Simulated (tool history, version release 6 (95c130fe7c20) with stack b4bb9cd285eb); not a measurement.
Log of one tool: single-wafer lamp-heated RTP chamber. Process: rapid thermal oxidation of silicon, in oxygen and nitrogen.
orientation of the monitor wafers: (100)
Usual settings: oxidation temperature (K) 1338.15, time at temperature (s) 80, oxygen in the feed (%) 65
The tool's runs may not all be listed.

run	day	oxidation temperature (K)	time at temperature (s)	oxygen in the feed (%)	read-back reference wafer on the same gauge, thickness	oxide thickness on the monitor wafer (angstrom)
1	0.000	1338.15	80	65	10.389	88.52
2	1.854	1347.15	80	65	10.387	93.16
3	6.204	1345.15	80	65	10.371	92.92
4	8.538	1338.15	80	65	10.373	88.77
5	11.121	1338.15	80	65	10.388	88.97
6	15.350	1338.15	80	65	10.378	88.51
7	17.425	1338.15	80	65	10.374	88.71
8	21.846	1338.15	80	65	10.376	89.17
9	24.467	1338.15	80	65	10.372	89.06
10	27.658	1338.15	80	65	10.358	89.07
11	30.338	1354.15	104	84	10.385	121.94
12	40.662	1338.15	52	65	10.393	73.14
13	52.983	1346.15	80	65	10.380	93.31
14	55.875	1338.15	80	65	10.370	88.37
15	59.217	1357.15	114	65	10.374	118.26
16	63.062	1356.15	80	90	10.392	111.92
17	65.021	1367.15	118	65	10.380	127.36
18	67.625	1338.15	80	44	10.369	77.25
19	71.229	1353.15	66	80	10.366	96.74
20	74.821	1338.15	80	65	10.369	88.87
21	76.550	1338.15	80	65	10.362	88.73

Taken out of this log: 7 entries between the listed runs. Where each belongs, and how the hidden state differs across it:
Between runs 3 and 4: pyrometer window cleaned and pyrometer calibrated (day 8.475)
  no hidden state differs between the two runs
Between runs 9 and 10: pyrometer window cleaned and pyrometer calibrated (day 24.900)
  no hidden state differs between the two runs
Between runs 10 and 11: gauge calibrated (day 29.017)
  no hidden state differs between the two runs
Between runs 11 and 12: pyrometer window cleaned and pyrometer calibrated (day 40.400)
  no hidden state differs between the two runs
Between runs 12 and 13: oxygen flow controller replaced (day 42.533)
  no hidden state differs between the two runs
Between runs 13 and 14: pyrometer window cleaned and pyrometer calibrated (day 53.929)
  no hidden state differs between the two runs
Between runs 18 and 19: pyrometer window cleaned and pyrometer calibrated (day 68.796)
  no hidden state differs between the two runs
